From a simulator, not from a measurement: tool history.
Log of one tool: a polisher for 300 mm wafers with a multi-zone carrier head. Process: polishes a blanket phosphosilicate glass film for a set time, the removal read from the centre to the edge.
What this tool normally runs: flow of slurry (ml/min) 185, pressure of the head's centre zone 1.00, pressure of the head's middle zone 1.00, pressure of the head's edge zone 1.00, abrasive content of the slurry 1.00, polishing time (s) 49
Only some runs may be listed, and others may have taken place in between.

run	day	flow of slurry (ml/min)	pressure of the head's centre zone	pressure of the head's middle zone	pressure of the head's edge zone	abrasive content of the slurry	polishing time (s)	wafers since the last listed run	wafers polished on this pad	hours since the slurry nozzle was cleaned	hours since the centre zone pressure was calibrated	hours since the edge zone pressure was calibrated	hours since the carrier head's membrane was replaced	incoming thickness of the incoming film, nm	film removed at the wafer's centre (nm)	film removed at mid-radius (nm)	film removed at the wafer's edge (nm)
1	0.000	185	1.00	1.00	1.00	1.00	49	0	2695	176.5	542.4	755.4	51.9	4580.0	302.0	333.9	335.6
# day 0.296: worn pad replaced by a new one
2	1.479	185	1.00	1.00	1.00	1.00	49	389	350	212.0	577.9	790.9	87.4	4664.3	300.0	328.9	342.6
# day 4.279: slurry nozzle cleaned
3	4.450	185	1.00	1.00	1.00	1.00	49	868	1218	4.1	649.2	862.2	158.7	4636.2	293.5	336.8	338.2
4	7.233	185	1.00	1.00	0.97	1.00	49	824	2043	70.9	716.0	929.0	225.5	4605.7	291.7	334.8	328.9
5	9.833	185	1.00	1.00	0.97	1.00	49	770	2814	133.3	778.4	991.4	287.9	4638.9	305.1	330.5	332.2
# day 10.158: worn pad replaced by a new one
6	11.133	185	1.00	1.00	1.00	1.00	49	335	289	164.5	809.6	1022.6	319.1	4601.6	299.0	332.1	337.7
7	13.771	150	1.11	0.96	1.00	1.00	49	781	1071	227.8	872.9	1085.9	382.4	4611.3	305.1	311.1	329.8
# day 15.542: slurry nozzle cleaned
8	16.175	185	1.00	1.00	0.88	1.00	49	700	1771	15.2	930.6	1143.6	440.1	4574.1	299.3	336.4	311.8
9	18.658	185	1.00	1.00	0.90	0.70	49	736	2507	74.8	990.2	1203.2	499.7	4622.8	217.8	244.2	231.7
# day 18.975: edge zone pressure recalibrated
# day 19.717: worn pad replaced by a new one
10	20.600	185	1.00	1.00	1.09	0.85	49	501	262	121.4	1036.8	39.0	546.3	4621.3	259.8	293.3	315.2
11	21.704	185	1.00	1.00	1.04	1.00	49	327	589	147.9	1063.3	65.5	572.8	4598.7	290.7	337.4	342.4
# day 21.967: centre zone pressure recalibrated
# day 23.004: carrier head's membrane replaced by a new one
12	23.942	185	1.00	1.00	1.00	1.00	49	576	1166	201.6	47.4	119.2	22.5	4673.8	320.3	334.0	338.5
13	25.096	185	1.00	1.04	1.00	0.90	56	342	1508	229.3	75.1	146.9	50.2	4626.4	341.7	366.4	365.0
# day 26.454: slurry nozzle cleaned
14	27.133	185	1.00	1.00	1.00	1.00	49	591	2099	16.3	124.0	195.8	99.1	4620.3	309.1	333.9	336.1
# day 29.838: worn pad replaced by a new one
15	29.858	185	1.00	1.00	0.90	1.00	44	758	6	81.7	189.4	261.2	164.5	4575.1	280.8	297.2	293.5
16	31.021	185	1.00	1.00	1.00	1.00	49	344	350	109.6	217.3	289.1	192.4	4611.3	313.4	332.6	332.4
17	33.254	125	1.00	1.00	1.00	1.00	49	661	1012	163.2	270.9	342.7	246.0	4611.1	278.6	301.8	315.7
18	34.492	185	1.10	1.00	1.00	0.90	49	366	1379	192.9	300.6	372.4	275.7	4576.6	310.6	306.9	314.1
19	36.242	185	1.00	1.00	1.00	1.00	49	518	1898	234.9	342.6	414.4	317.7	4625.7	298.5	338.3	332.9
20	38.029	185	1.10	1.00	1.00	1.00	49	529	2428	277.8	385.5	457.3	360.6	4632.6	331.1	333.3	334.0

Below are 5 alternative next runs, each starting from the tool's condition after run 20. Predict each:
A	38.046	185	1.00	1.00	1.00	1.00	49	4	2433	278.2	385.9	457.7	361.0	4578.1	?	?	?
B	38.046	185	1.00	1.12	1.00	1.00	49	4	2433	278.2	385.9	457.7	361.0	4578.1	?	?	?
C	38.046	185	1.00	1.00	0.92	0.90	49	4	2433	278.2	385.9	457.7	361.0	4578.1	?	?	?
D	38.046	185	1.00	0.92	1.00	1.00	49	4	2433	278.2	385.9	457.7	361.0	4578.1	?	?	?
E	38.046	185	1.00	1.00	1.00	0.85	49	4	2433	278.2	385.9	457.7	361.0	4578.1	?	?	?

run	film removed at the wafer's centre (nm)	film removed at mid-radius (nm)	film removed at the wafer's edge (nm)
A	297.3	338.7	337.4
B	297.5	373.0	336.8
C	275.7	314.1	300.7
D	297.1	315.8	337.7
E	263.3	300.0	298.8
Without the tool's unlogged condition, the same runs would have read:
run	film removed at the wafer's centre (nm)	film removed at mid-radius (nm)	film removed at the wafer's edge (nm)
A	334.3	338.5	337.4
B	334.6	372.8	336.8
C	309.9	313.9	300.7
D	334.1	315.6	337.7
E	296.1	299.8	298.8

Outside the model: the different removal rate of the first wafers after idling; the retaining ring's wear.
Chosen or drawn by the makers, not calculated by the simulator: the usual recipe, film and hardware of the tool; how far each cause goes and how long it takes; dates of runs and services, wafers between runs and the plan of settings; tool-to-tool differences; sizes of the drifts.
